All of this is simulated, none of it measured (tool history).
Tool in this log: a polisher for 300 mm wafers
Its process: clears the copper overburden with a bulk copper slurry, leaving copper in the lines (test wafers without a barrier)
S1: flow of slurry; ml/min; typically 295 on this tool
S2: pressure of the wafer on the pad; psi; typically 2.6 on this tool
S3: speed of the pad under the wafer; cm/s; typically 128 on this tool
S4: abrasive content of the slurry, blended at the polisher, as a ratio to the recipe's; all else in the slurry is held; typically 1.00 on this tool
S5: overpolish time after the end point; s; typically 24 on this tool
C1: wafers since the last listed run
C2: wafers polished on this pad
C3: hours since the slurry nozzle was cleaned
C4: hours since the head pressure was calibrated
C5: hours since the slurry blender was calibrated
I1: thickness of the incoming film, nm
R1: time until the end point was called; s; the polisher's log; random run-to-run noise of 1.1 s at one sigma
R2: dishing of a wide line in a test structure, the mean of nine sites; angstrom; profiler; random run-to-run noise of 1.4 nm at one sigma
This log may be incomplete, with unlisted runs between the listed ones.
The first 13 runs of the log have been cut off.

run,hour,S1,S2,S3,S4,S5,C1,C2,C3,C4,C5,I1,R1,R2
14,146.3,295,2.6,128,0.90,16,75,317,320.2,57.5,36.3,755.5,71.3,719
15,163.6,295,2.6,128,1.00,24,86,403,337.5,74.8,53.6,767.1,74.0,863
16,175.8,295,2.6,128,1.00,24,60,463,349.7,87.0,65.8,751.7,70.0,846
17,186.6,360,2.6,128,1.00,24,53,517,360.5,97.8,76.6,773.1,70.5,877
# hour 198.5: slurry nozzle cleaned
18,201.1,335,2.1,104,1.10,24,67,584,2.6,112.3,91.1,762.7,95.8,742
19,208.7,295,2.6,128,1.00,24,37,622,10.2,119.9,98.7,772.1,72.1,848
# hour 214.3: worn pad replaced by a new one
20,225.8,230,2.6,140,1.00,34,65,57,27.3,137.0,115.8,768.8,69.4,975
21,242.7,385,2.6,110,0.80,24,84,141,44.2,153.9,132.7,764.1,80.2,799
22,258.6,295,2.6,108,1.00,24,79,220,60.1,169.8,148.6,772.5,78.8,812
23,267.4,295,2.6,128,1.15,14,43,264,68.9,178.6,157.4,765.5,70.2,677
24,278.7,295,2.6,128,1.00,15,56,320,80.2,189.9,168.7,763.4,72.1,718
# hour 289.7: slurry blender recalibrated
25,290.8,250,2.6,128,1.00,24,50,370,92.3,202.0,1.1,761.9,73.6,867
26,308.8,295,1.8,164,0.75,24,89,459,110.3,220.0,19.1,772.6,95.9,724
27,319.1,380,1.8,172,1.00,12,51,511,120.6,230.3,29.4,764.8,83.4,536
# hour 341.6: worn pad replaced by a new one
28,372.6,295,2.6,154,1.10,24,246,154,174.1,283.8,82.9,759.2,61.0,884
29,390.4,295,2.6,110,1.00,24,88,242,191.9,301.6,100.7,758.8,77.8,838
30,406.4,295,2.6,114,0.75,24,79,322,207.9,317.6,116.7,763.4,82.9,801

Each row is a separate what-if for the run after 30, all from the same tool condition, not one after another. Results?
A,406.9,295,2.6,102,1.00,24,2,324,208.4,318.1,117.2,762.1,?,?
B,406.9,370,2.2,90,1.00,10,2,324,208.4,318.1,117.2,762.1,?,?
C,406.9,295,3.2,128,1.00,24,2,324,208.4,318.1,117.2,762.1,?,?

run,R1,R2
A,79.1,805
B,98.0,412
C,56.5,952
Had the tool no hidden state, the same runs would have come out as:
run,R1,R2
A,79.1,805
B,98.0,412
C,56.5,952

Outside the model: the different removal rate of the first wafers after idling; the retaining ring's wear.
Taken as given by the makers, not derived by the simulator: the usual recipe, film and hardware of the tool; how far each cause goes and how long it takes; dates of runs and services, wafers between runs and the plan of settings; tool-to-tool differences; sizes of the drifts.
